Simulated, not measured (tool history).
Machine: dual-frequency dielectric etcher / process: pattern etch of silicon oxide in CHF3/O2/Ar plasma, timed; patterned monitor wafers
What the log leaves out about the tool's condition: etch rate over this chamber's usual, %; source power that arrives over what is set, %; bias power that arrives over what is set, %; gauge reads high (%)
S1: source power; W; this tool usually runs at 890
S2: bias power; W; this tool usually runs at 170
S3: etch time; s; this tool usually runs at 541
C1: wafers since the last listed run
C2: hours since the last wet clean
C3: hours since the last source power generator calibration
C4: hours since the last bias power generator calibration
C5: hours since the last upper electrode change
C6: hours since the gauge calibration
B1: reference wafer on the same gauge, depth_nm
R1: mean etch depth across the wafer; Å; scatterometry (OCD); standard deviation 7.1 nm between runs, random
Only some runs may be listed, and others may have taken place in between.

{"run": 1, "hour": 0.0, "S1": 890, "S2": 170, "S3": 612.5, "C1": 0, "C2": 182.4, "C3": 2770.3, "C4": 4405.3, "C5": 5488, "C6": 303.6, "B1": 1191.5, "R1": 13756}
{"run": 2, "hour": 16.8, "S1": 890, "S2": 170, "S3": 612.5, "C1": 51, "C2": 199.2, "C3": 2787.1, "C4": 4422.1, "C5": 5504.8, "C6": 320.4, "B1": 1188.4, "R1": 13737}
{"run": 3, "hour": 34.6, "S1": 890, "S2": 170, "S3": 541, "C1": 54, "C2": 217, "C3": 2804.9, "C4": 4439.9, "C5": 5522.6, "C6": 338.2, "B1": 1193.2, "R1": 11996}
{"run": 4, "hour": 65.4, "S1": 890, "S2": 170, "S3": 541, "C1": 94, "C2": 247.8, "C3": 2835.7, "C4": 4470.7, "C5": 5553.4, "C6": 369, "B1": 1189, "R1": 12050}
{"hour": 84.3, "done": "gauge calibrated"}
{"run": 5, "hour": 96.2, "S1": 1050, "S2": 170, "S3": 623, "C1": 94, "C2": 278.6, "C3": 2866.5, "C4": 4501.5, "C5": 5584.2, "C6": 11.9, "B1": 1187.2, "R1": 14393}
{"run": 6, "hour": 131.7, "S1": 890, "S2": 170, "S3": 416.5, "C1": 109, "C2": 314.1, "C3": 2902, "C4": 4537, "C5": 5619.7, "C6": 47.4, "B1": 1189.7, "R1": 9245}
{"run": 7, "hour": 166.4, "S1": 890, "S2": 170, "S3": 541, "C1": 106, "C2": 348.8, "C3": 2936.7, "C4": 4571.7, "C5": 5654.4, "C6": 82.1, "B1": 1188.5, "R1": 11955}
{"run": 8, "hour": 197.7, "S1": 890, "S2": 170, "S3": 541, "C1": 96, "C2": 380.1, "C3": 2968, "C4": 4603, "C5": 5685.7, "C6": 113.4, "B1": 1189.9, "R1": 11979}
{"hour": 249.1, "done": "source power generator calibrated"}
{"hour": 254.8, "done": "upper electrode replaced"}
{"run": 9, "hour": 255.3, "S1": 890, "S2": 170, "S3": 541, "C1": 146, "C2": 437.7, "C3": 6.2, "C4": 4660.6, "C5": 0.5, "C6": 171, "B1": 1193.9, "R1": 11884}
{"run": 10, "hour": 255.8, "S1": 890, "S2": 170, "S3": 541, "C1": 1, "C2": 438.2, "C3": 6.7, "C4": 4661.1, "C5": 1, "C6": 171.5, "B1": 1187.8, "R1": 11783}
{"run": 11, "hour": 264.9, "S1": 890, "S2": 170, "S3": 541, "C1": 27, "C2": 447.3, "C3": 15.8, "C4": 4670.2, "C5": 10.1, "C6": 180.6, "B1": 1188.6, "R1": 11937}
{"run": 12, "hour": 296.6, "S1": 950, "S2": 170, "S3": 541, "C1": 97, "C2": 479, "C3": 47.5, "C4": 4701.9, "C5": 41.8, "C6": 212.3, "B1": 1193, "R1": 12012}
{"run": 13, "hour": 324.0, "S1": 890, "S2": 143, "S3": 481, "C1": 84, "C2": 506.4, "C3": 74.9, "C4": 4729.3, "C5": 69.2, "C6": 239.7, "B1": 1190.3, "R1": 10150}
{"run": 14, "hour": 350.3, "S1": 890, "S2": 170, "S3": 541, "C1": 80, "C2": 532.7, "C3": 101.2, "C4": 4755.6, "C5": 95.5, "C6": 266, "B1": 1189.9, "R1": 11956}
{"run": 15, "hour": 363.8, "S1": 980, "S2": 170, "S3": 399.5, "C1": 41, "C2": 546.2, "C3": 114.7, "C4": 4769.1, "C5": 109, "C6": 279.5, "B1": 1191.8, "R1": 8827}
{"hour": 405.5, "done": "wet clean of the chamber"}
{"run": 16, "hour": 406.0, "S1": 1040, "S2": 170, "S3": 541, "C1": 55, "C2": 0.5, "C3": 156.9, "C4": 4811.3, "C5": 151.2, "C6": 321.7, "B1": 1188.9, "R1": 12587}
{"run": 17, "hour": 408.2, "S1": 890, "S2": 170, "S3": 383, "C1": 6, "C2": 2.7, "C3": 159.1, "C4": 4813.5, "C5": 153.4, "C6": 323.9, "B1": 1189.4, "R1": 8609}
{"hour": 421.8, "done": "gauge calibrated"}
{"run": 18, "hour": 425.8, "S1": 890, "S2": 170, "S3": 541, "C1": 54, "C2": 20.3, "C3": 176.7, "C4": 4831.1, "C5": 171, "C6": 4, "B1": 1192.1, "R1": 12123}
{"run": 19, "hour": 440.4, "S1": 1050, "S2": 170, "S3": 623, "C1": 44, "C2": 34.9, "C3": 191.3, "C4": 4845.7, "C5": 185.6, "C6": 18.6, "B1": 1191.4, "R1": 14469}
{"run": 20, "hour": 452.7, "S1": 1090, "S2": 170, "S3": 425.5, "C1": 37, "C2": 47.2, "C3": 203.6, "C4": 4858, "C5": 197.9, "C6": 30.9, "B1": 1188.8, "R1": 10023}
{"run": 21, "hour": 465.2, "S1": 760, "S2": 159, "S3": 541, "C1": 38, "C2": 59.7, "C3": 216.1, "C4": 4870.5, "C5": 210.4, "C6": 43.4, "B1": 1188.8, "R1": 11639}
{"hour": 490.1, "done": "bias power generator calibrated"}
{"run": 22, "hour": 490.6, "S1": 890, "S2": 170, "S3": 541, "C1": 65, "C2": 85.1, "C3": 241.5, "C4": 0.5, "C5": 235.8, "C6": 68.8, "B1": 1190.8, "R1": 12091}
{"run": 23, "hour": 508.9, "S1": 890, "S2": 159, "S3": 541, "C1": 56, "C2": 103.4, "C3": 259.8, "C4": 18.8, "C5": 254.1, "C6": 87.1, "B1": 1190.8, "R1": 11952}
{"run": 24, "hour": 530.0, "S1": 970, "S2": 203, "S3": 469.5, "C1": 64, "C2": 124.5, "C3": 280.9, "C4": 39.9, "C5": 275.2, "C6": 108.2, "B1": 1187.1, "R1": 11155}
{"run": 25, "hour": 555.7, "S1": 890, "S2": 159, "S3": 428.5, "C1": 78, "C2": 150.2, "C3": 306.6, "C4": 65.6, "C5": 300.9, "C6": 133.9, "B1": 1188.4, "R1": 9432}
{"run": 26, "hour": 581.5, "S1": 830, "S2": 170, "S3": 411, "C1": 79, "C2": 176, "C3": 332.4, "C4": 91.4, "C5": 326.7, "C6": 159.7, "B1": 1190.5, "R1": 9042}
{"run": 27, "hour": 616.4, "S1": 890, "S2": 170, "S3": 541, "C1": 107, "C2": 210.9, "C3": 367.3, "C4": 126.3, "C5": 361.6, "C6": 194.6, "B1": 1191.8, "R1": 12148}

Hidden state or all else? Some run-to-run changes of R1, split into what the settings, what came in and random variation would give without the hidden state, and what is left for the hidden state (with any gauge scatter that isn't in both results):
Run 5 -> 6: S1 1050 -> 890, S3 623 -> 416.5. R1 -5148 Å: hidden state +50, all else -5198.
Run 14 -> 15: S1 890 -> 980, S3 541 -> 399.5. R1 -3129 Å: hidden state +88, all else -3217.
Run 15 -> 16: S1 980 -> 1040, S3 399.5 -> 541, wet clean of the chamber. R1 +3760 Å: hidden state +276, all else +3484.
Run 19 -> 20: S1 1050 -> 1090, S3 623 -> 425.5. R1 -4446 Å: hidden state +3, all else -4449.
